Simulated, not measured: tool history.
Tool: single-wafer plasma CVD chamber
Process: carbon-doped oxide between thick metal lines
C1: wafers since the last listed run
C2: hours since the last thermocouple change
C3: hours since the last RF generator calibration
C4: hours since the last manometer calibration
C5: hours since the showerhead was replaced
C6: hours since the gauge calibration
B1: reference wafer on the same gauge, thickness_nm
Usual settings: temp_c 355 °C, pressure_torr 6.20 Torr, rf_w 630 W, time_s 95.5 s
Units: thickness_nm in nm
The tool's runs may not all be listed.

run 1 day=0.000 | temp_c=355 pressure_torr=6.20 rf_w=530 time_s=95.5 | C1=0 C2=2243.4 C3=1230.6 C4=1216.1 C5=4346.0 C6=187.9 | B1=567.180 | thickness_nm=475.434
run 2 day=1.221 | temp_c=355 pressure_torr=6.20 rf_w=530 time_s=95.5 | C1=614 C2=2272.7 C3=1259.9 C4=1245.4 C5=4375.3 C6=217.2 | B1=567.051 | thickness_nm=474.279
run 3 day=2.679 | temp_c=355 pressure_torr=6.20 rf_w=630 time_s=95.5 | C1=733 C2=2307.7 C3=1294.9 C4=1280.4 C5=4410.3 C6=252.2 | B1=567.024 | thickness_nm=531.168
run 4 day=5.667 | temp_c=355 pressure_torr=6.20 rf_w=630 time_s=95.5 | C1=1502 C2=2379.4 C3=1366.6 C4=1352.1 C5=4482.0 C6=323.9 | B1=567.012 | thickness_nm=531.454
run 5 day=6.529 | temp_c=355 pressure_torr=6.20 rf_w=630 time_s=95.5 | C1=433 C2=2400.1 C3=1387.3 C4=1372.8 C5=4502.7 C6=344.6 | B1=566.913 | thickness_nm=529.902
-- day=6.900 capacitance manometer re-zeroed and calibrated
run 6 day=7.792 | temp_c=355 pressure_torr=6.20 rf_w=630 time_s=95.5 | C1=467 C2=2430.4 C3=1417.6 C4=21.4 C5=4533.0 C6=374.9 | B1=566.556 | thickness_nm=531.867
run 7 day=8.629 | temp_c=355 pressure_torr=6.20 rf_w=630 time_s=95.5 | C1=421 C2=2450.5 C3=1437.7 C4=41.5 C5=4553.1 C6=395.0 | B1=566.661 | thickness_nm=532.729
run 8 day=9.671 | temp_c=355 pressure_torr=6.20 rf_w=630 time_s=95.5 | C1=523 C2=2475.5 C3=1462.7 C4=66.5 C5=4578.1 C6=420.0 | B1=567.211 | thickness_nm=530.388
-- day=9.842 gauge calibrated
run 9 day=10.183 | temp_c=350 pressure_torr=6.64 rf_w=630 time_s=95.5 | C1=257 C2=2487.8 C3=1475.0 C4=78.8 C5=4590.4 C6=8.2 | B1=567.127 | thickness_nm=541.820
run 10 day=10.892 | temp_c=350 pressure_torr=6.64 rf_w=630 time_s=95.5 | C1=356 C2=2504.8 C3=1492.0 C4=95.8 C5=4607.4 C6=25.2 | B1=566.699 | thickness_nm=536.189
run 11 day=12.217 | temp_c=350 pressure_torr=6.64 rf_w=630 time_s=95.5 | C1=666 C2=2536.6 C3=1523.8 C4=127.6 C5=4639.2 C6=57.0 | B1=567.264 | thickness_nm=537.807
run 12 day=13.850 | temp_c=355 pressure_torr=4.72 rf_w=670 time_s=95.5 | C1=821 C2=2575.8 C3=1563.0 C4=166.8 C5=4678.4 C6=96.2 | B1=566.574 | thickness_nm=536.090
run 13 day=14.667 | temp_c=355 pressure_torr=4.91 rf_w=695 time_s=76.4 | C1=410 C2=2595.4 C3=1582.6 C4=186.4 C5=4698.0 C6=115.8 | B1=567.210 | thickness_nm=439.593
run 14 day=15.467 | temp_c=355 pressure_torr=4.98 rf_w=710 time_s=95.5 | C1=402 C2=2614.6 C3=1601.8 C4=205.6 C5=4717.2 C6=135.0 | B1=566.635 | thickness_nm=555.225
-- day=16.304 thermocouple changed; heater temperature recalibrated
run 15 day=16.325 | temp_c=355 pressure_torr=6.20 rf_w=630 time_s=102.6 | C1=264 C2=0.5 C3=1622.4 C4=226.2 C5=4737.8 C6=155.6 | B1=567.029 | thickness_nm=566.321
-- day=18.358 RF generator calibrated
-- day=19.421 showerhead replaced
run 16 day=19.550 | temp_c=355 pressure_torr=6.20 rf_w=675 time_s=95.5 | C1=1286 C2=77.9 C3=28.6 C4=303.6 C5=3.1 C6=233.0 | B1=566.494 | thickness_nm=570.226
run 17 day=21.042 | temp_c=355 pressure_torr=6.20 rf_w=630 time_s=95.5 | C1=750 C2=113.7 C3=64.4 C4=339.4 C5=38.9 C6=268.8 | B1=567.382 | thickness_nm=548.096
run 18 day=21.579 | temp_c=369 pressure_torr=6.20 rf_w=630 time_s=95.5 | C1=270 C2=126.6 C3=77.3 C4=352.3 C5=51.8 C6=281.7 | B1=566.959 | thickness_nm=525.080
run 19 day=22.896 | temp_c=355 pressure_torr=7.36 rf_w=630 time_s=95.5 | C1=662 C2=158.2 C3=108.9 C4=383.9 C5=83.4 C6=313.3 | B1=567.174 | thickness_nm=558.098
run 20 day=23.592 | temp_c=359 pressure_torr=6.20 rf_w=630 time_s=95.5 | C1=349 C2=174.9 C3=125.6 C4=400.6 C5=100.1 C6=330.0 | B1=566.883 | thickness_nm=541.261
run 21 day=24.150 | temp_c=355 pressure_torr=6.91 rf_w=535 time_s=81.9 | C1=280 C2=188.3 C3=139.0 C4=414.0 C5=113.5 C6=343.4 | B1=566.530 | thickness_nm=427.639
run 22 day=25.200 | temp_c=355 pressure_torr=7.10 rf_w=690 time_s=107.2 | C1=528 C2=213.5 C3=164.2 C4=439.2 C5=138.7 C6=368.6 | B1=566.927 | thickness_nm=656.266
run 23 day=26.471 | temp_c=359 pressure_torr=6.20 rf_w=630 time_s=86.9 | C1=639 C2=244.0 C3=194.7 C4=469.7 C5=169.2 C6=399.1 | B1=567.213 | thickness_nm=495.018
run 24 day=27.167 | temp_c=355 pressure_torr=7.36 rf_w=630 time_s=95.5 | C1=349 C2=260.7 C3=211.4 C4=486.4 C5=185.9 C6=415.8 | B1=566.881 | thickness_nm=553.876
run 25 day=27.833 | temp_c=355 pressure_torr=6.20 rf_w=630 time_s=102.6 | C1=335 C2=276.7 C3=227.4 C4=502.4 C5=201.9 C6=431.8 | B1=566.660 | thickness_nm=584.698
-- day=29.150 gauge calibrated
run 26 day=29.179 | temp_c=355 pressure_torr=6.20 rf_w=715 time_s=78.1 | C1=676 C2=309.0 C3=259.7 C4=534.7 C5=234.2 C6=0.7 | B1=566.398 | thickness_nm=484.061
run 27 day=30.254 | temp_c=370 pressure_torr=6.20 rf_w=630 time_s=95.5 | C1=540 C2=334.8 C3=285.5 C4=560.5 C5=260.0 C6=26.5 | B1=566.590 | thickness_nm=523.690

5 ways to go on from here, each from the tool as it stands after run 27. What would each give?
run A day=30.271 | temp_c=355 pressure_torr=6.20 rf_w=630 time_s=81.0 | C1=8 C2=335.2 C3=285.9 C4=560.9 C5=260.4 C6=26.9 | B1=? | thickness_nm=?
run B day=30.271 | temp_c=355 pressure_torr=6.20 rf_w=510 time_s=95.5 | C1=8 C2=335.2 C3=285.9 C4=560.9 C5=260.4 C6=26.9 | B1=? | thickness_nm=?
run C day=30.271 | temp_c=355 pressure_torr=6.20 rf_w=630 time_s=90.4 | C1=8 C2=335.2 C3=285.9 C4=560.9 C5=260.4 C6=26.9 | B1=? | thickness_nm=?
run D day=30.271 | temp_c=363 pressure_torr=7.66 rf_w=510 time_s=112.9 | C1=8 C2=335.2 C3=285.9 C4=560.9 C5=260.4 C6=26.9 | B1=? | thickness_nm=?
run E day=30.271 | temp_c=355 pressure_torr=7.54 rf_w=595 time_s=95.5 | C1=8 C2=335.2 C3=285.9 C4=560.9 C5=260.4 C6=26.9 | B1=? | thickness_nm=?

run=A B1=566.302 thickness_nm=463.258
run=B B1=566.302 thickness_nm=474.850
run=C B1=566.302 thickness_nm=516.663
run=D B1=566.302 thickness_nm=557.069
run=E B1=566.302 thickness_nm=533.102
Without the tool's hidden state the same runs would have given:
run=A thickness_nm=469.371
run=B thickness_nm=481.443
run=C thickness_nm=523.480
run=D thickness_nm=564.804
run=E thickness_nm=540.136
